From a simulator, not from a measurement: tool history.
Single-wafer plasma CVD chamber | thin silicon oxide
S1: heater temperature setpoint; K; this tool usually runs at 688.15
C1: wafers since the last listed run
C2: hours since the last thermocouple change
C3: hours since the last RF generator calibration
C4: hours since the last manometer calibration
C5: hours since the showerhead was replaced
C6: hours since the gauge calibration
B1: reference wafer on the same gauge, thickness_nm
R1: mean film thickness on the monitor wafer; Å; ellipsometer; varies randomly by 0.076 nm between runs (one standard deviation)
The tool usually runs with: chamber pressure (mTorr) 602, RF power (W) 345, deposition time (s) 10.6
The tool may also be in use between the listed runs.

{"run": 1, "hour": 0.0, "S1": 688.15, "chamber pressure (mTorr)": 602, "RF power (W)": 345, "deposition time (s)": 11.2, "C1": 0, "C2": 201.7, "C3": 35, "C4": 606, "C5": 2407.6, "C6": 1253.5, "B1": 14.29, "R1": 143.19}
{"run": 2, "hour": 45.1, "S1": 688.15, "chamber pressure (mTorr)": 602, "RF power (W)": 345, "deposition time (s)": 9.8, "C1": 1139, "C2": 246.8, "C3": 80.1, "C4": 651.1, "C5": 2452.7, "C6": 1298.6, "B1": 14.326, "R1": 122.55}
{"run": 3, "hour": 89.1, "S1": 688.15, "chamber pressure (mTorr)": 602, "RF power (W)": 320, "deposition time (s)": 10.6, "C1": 1111, "C2": 290.8, "C3": 124.1, "C4": 695.1, "C5": 2496.7, "C6": 1342.6, "B1": 14.339, "R1": 129.51}
{"run": 4, "hour": 186.0, "S1": 688.15, "chamber pressure (mTorr)": 602, "RF power (W)": 320, "deposition time (s)": 10.6, "C1": 2447, "C2": 387.7, "C3": 221, "C4": 792, "C5": 2593.6, "C6": 1439.5, "B1": 14.319, "R1": 127.59}
{"run": 5, "hour": 294.0, "S1": 688.15, "chamber pressure (mTorr)": 602, "RF power (W)": 305, "deposition time (s)": 10.6, "C1": 2728, "C2": 495.7, "C3": 329, "C4": 900, "C5": 2701.6, "C6": 1547.5, "B1": 14.273, "R1": 124.86}
{"run": 6, "hour": 363.7, "S1": 688.15, "chamber pressure (mTorr)": 602, "RF power (W)": 345, "deposition time (s)": 10.6, "C1": 1760, "C2": 565.4, "C3": 398.7, "C4": 969.7, "C5": 2771.3, "C6": 1617.2, "B1": 14.334, "R1": 131.03}
{"run": 7, "hour": 427.5, "S1": 688.15, "chamber pressure (mTorr)": 602, "RF power (W)": 345, "deposition time (s)": 10.6, "C1": 1611, "C2": 629.2, "C3": 462.5, "C4": 1033.5, "C5": 2835.1, "C6": 1681, "B1": 14.341, "R1": 131.21}
{"run": 8, "hour": 479.5, "S1": 688.15, "chamber pressure (mTorr)": 602, "RF power (W)": 345, "deposition time (s)": 10.6, "C1": 1313, "C2": 681.2, "C3": 514.5, "C4": 1085.5, "C5": 2887.1, "C6": 1733, "B1": 14.29, "R1": 130.83}
{"run": 9, "hour": 570.6, "S1": 698.15, "chamber pressure (mTorr)": 551, "RF power (W)": 285, "deposition time (s)": 8.7, "C1": 2301, "C2": 772.3, "C3": 605.6, "C4": 1176.6, "C5": 2978.2, "C6": 1824.1, "B1": 14.315, "R1": 87.25}
{"run": 10, "hour": 757.4, "S1": 678.15, "chamber pressure (mTorr)": 499, "RF power (W)": 345, "deposition time (s)": 12.4, "C1": 4718, "C2": 959.1, "C3": 792.4, "C4": 1363.4, "C5": 3165, "C6": 2010.9, "B1": 14.305, "R1": 126.35}
{"run": 11, "hour": 832.6, "S1": 688.15, "chamber pressure (mTorr)": 602, "RF power (W)": 345, "deposition time (s)": 9.5, "C1": 1899, "C2": 1034.3, "C3": 867.6, "C4": 1438.6, "C5": 3240.2, "C6": 2086.1, "B1": 14.296, "R1": 115.86}
{"hour": 907.3, "done": "RF generator calibrated"}
{"run": 12, "hour": 922.5, "S1": 688.15, "chamber pressure (mTorr)": 602, "RF power (W)": 345, "deposition time (s)": 10.6, "C1": 2068, "C2": 1124.2, "C3": 15.2, "C4": 1528.5, "C5": 3330.1, "C6": 2176, "B1": 14.3, "R1": 134.14}
{"hour": 968.6, "done": "thermocouple changed; heater temperature recalibrated"}
{"run": 13, "hour": 1008.9, "S1": 688.15, "chamber pressure (mTorr)": 602, "RF power (W)": 345, "deposition time (s)": 10.6, "C1": 1980, "C2": 40.3, "C3": 101.6, "C4": 1614.9, "C5": 3416.5, "C6": 2262.4, "B1": 14.262, "R1": 133.54}
{"hour": 1031.4, "done": "showerhead replaced"}
{"hour": 1036.8, "done": "capacitance manometer re-zeroed and calibrated"}
{"run": 14, "hour": 1121.4, "S1": 674.15, "chamber pressure (mTorr)": 602, "RF power (W)": 300, "deposition time (s)": 10.6, "C1": 2503, "C2": 152.8, "C3": 214.1, "C4": 84.6, "C5": 90, "C6": 2374.9, "B1": 14.275, "R1": 124.09}
{"run": 15, "hour": 1170.7, "S1": 688.15, "chamber pressure (mTorr)": 602, "RF power (W)": 345, "deposition time (s)": 10.6, "C1": 1245, "C2": 202.1, "C3": 263.4, "C4": 133.9, "C5": 139.3, "C6": 2424.2, "B1": 14.319, "R1": 132.2}
{"hour": 1221.4, "done": "gauge calibrated"}
{"run": 16, "hour": 1235.1, "S1": 697.15, "chamber pressure (mTorr)": 646, "RF power (W)": 345, "deposition time (s)": 9.8, "C1": 1626, "C2": 266.5, "C3": 327.8, "C4": 198.3, "C5": 203.7, "C6": 13.7, "B1": 14.282, "R1": 130.54}
{"run": 17, "hour": 1273.3, "S1": 688.15, "chamber pressure (mTorr)": 559, "RF power (W)": 280, "deposition time (s)": 10.6, "C1": 964, "C2": 304.7, "C3": 366, "C4": 236.5, "C5": 241.9, "C6": 51.9, "B1": 14.327, "R1": 109.6}
{"run": 18, "hour": 1325.0, "S1": 680.15, "chamber pressure (mTorr)": 674, "RF power (W)": 370, "deposition time (s)": 12.4, "C1": 1305, "C2": 356.4, "C3": 417.7, "C4": 288.2, "C5": 293.6, "C6": 103.6, "B1": 14.31, "R1": 180.24}
{"run": 19, "hour": 1361.6, "S1": 688.15, "chamber pressure (mTorr)": 534, "RF power (W)": 315, "deposition time (s)": 9.6, "C1": 924, "C2": 393, "C3": 454.3, "C4": 324.8, "C5": 330.2, "C6": 140.2, "B1": 14.344, "R1": 99.35}
{"run": 20, "hour": 1412.3, "S1": 676.15, "chamber pressure (mTorr)": 602, "RF power (W)": 395, "deposition time (s)": 10.6, "C1": 1280, "C2": 443.7, "C3": 505, "C4": 375.5, "C5": 380.9, "C6": 190.9, "B1": 14.334, "R1": 142.68}
{"run": 21, "hour": 1476.5, "S1": 692.15, "chamber pressure (mTorr)": 698, "RF power (W)": 400, "deposition time (s)": 9.5, "C1": 1621, "C2": 507.9, "C3": 569.2, "C4": 439.7, "C5": 445.1, "C6": 255.1, "B1": 14.309, "R1": 147}
{"run": 22, "hour": 1583.0, "S1": 677.15, "chamber pressure (mTorr)": 602, "RF power (W)": 345, "deposition time (s)": 10.6, "C1": 2690, "C2": 614.4, "C3": 675.7, "C4": 546.2, "C5": 551.6, "C6": 361.6, "B1": 14.3, "R1": 132.06}
{"run": 23, "hour": 1670.6, "S1": 700.15, "chamber pressure (mTorr)": 555, "RF power (W)": 345, "deposition time (s)": 11.5, "C1": 2212, "C2": 702, "C3": 763.3, "C4": 633.8, "C5": 639.2, "C6": 449.2, "B1": 14.294, "R1": 130.46}
{"run": 24, "hour": 1716.9, "S1": 688.15, "chamber pressure (mTorr)": 602, "RF power (W)": 345, "deposition time (s)": 10.6, "C1": 1169, "C2": 748.3, "C3": 809.6, "C4": 680.1, "C5": 685.5, "C6": 495.5, "B1": 14.326, "R1": 131.12}
{"run": 25, "hour": 1804.4, "S1": 688.15, "chamber pressure (mTorr)": 687, "RF power (W)": 370, "deposition time (s)": 10.6, "C1": 2210, "C2": 835.8, "C3": 897.1, "C4": 767.6, "C5": 773, "C6": 583, "B1": 14.271, "R1": 154.11}
{"hour": 1845.1, "done": "RF generator calibrated"}
{"run": 26, "hour": 1877.7, "S1": 673.15, "chamber pressure (mTorr)": 602, "RF power (W)": 345, "deposition time (s)": 9.6, "C1": 1649, "C2": 909.1, "C3": 32.6, "C4": 840.9, "C5": 846.3, "C6": 656.3, "B1": 14.288, "R1": 122.87}
{"run": 27, "hour": 1979.7, "S1": 676.15, "chamber pressure (mTorr)": 528, "RF power (W)": 345, "deposition time (s)": 12.5, "C1": 2576, "C2": 1011.1, "C3": 134.6, "C4": 942.9, "C5": 948.3, "C6": 758.3, "B1": 14.299, "R1": 137.22}
{"run": 28, "hour": 2058.0, "S1": 683.15, "chamber pressure (mTorr)": 503, "RF power (W)": 280, "deposition time (s)": 12.5, "C1": 1977, "C2": 1089.4, "C3": 212.9, "C4": 1021.2, "C5": 1026.6, "C6": 836.6, "B1": 14.278, "R1": 116.31}

Selected run-to-run steps in R1, each split into two signed amounts: the part the tool would show with no hidden state at all (from settings, incoming material and random variation), and the remainder, which goes to the hidden state together with any gauge scatter not common to the measured and the hidden-state-free results:
The tool's hidden condition here consists of: wafer temperature above the value expected at the setpoint (K); delivered RF power above the setpoint (%); true pressure above the setpoint (%); gauge reads high (%).
Run 11 -> 12: deposition time (s) 9.5 -> 10.6, RF generator calibrated. R1 +18.28 Å: hidden state +4.02, all else +14.26.
Run 17 -> 18: S1 688.15 -> 680.15, chamber pressure (mTorr) 559 -> 674, RF power (W) 280 -> 370, deposition time (s) 10.6 -> 12.4. R1 +70.64 Å: hidden state -1.33, all else +71.97.
Run 18 -> 19: S1 680.15 -> 688.15, chamber pressure (mTorr) 674 -> 534, RF power (W) 370 -> 315, deposition time (s) 12.4 -> 9.6. R1 -80.89 Å: hidden state +1.51, all else -82.4.
Run 25 -> 26: S1 688.15 -> 673.15, chamber pressure (mTorr) 687 -> 602, RF power (W) 370 -> 345, deposition time (s) 10.6 -> 9.6, RF generator calibrated. R1 -31.24 Å: hidden state +4.42, all else -35.66.
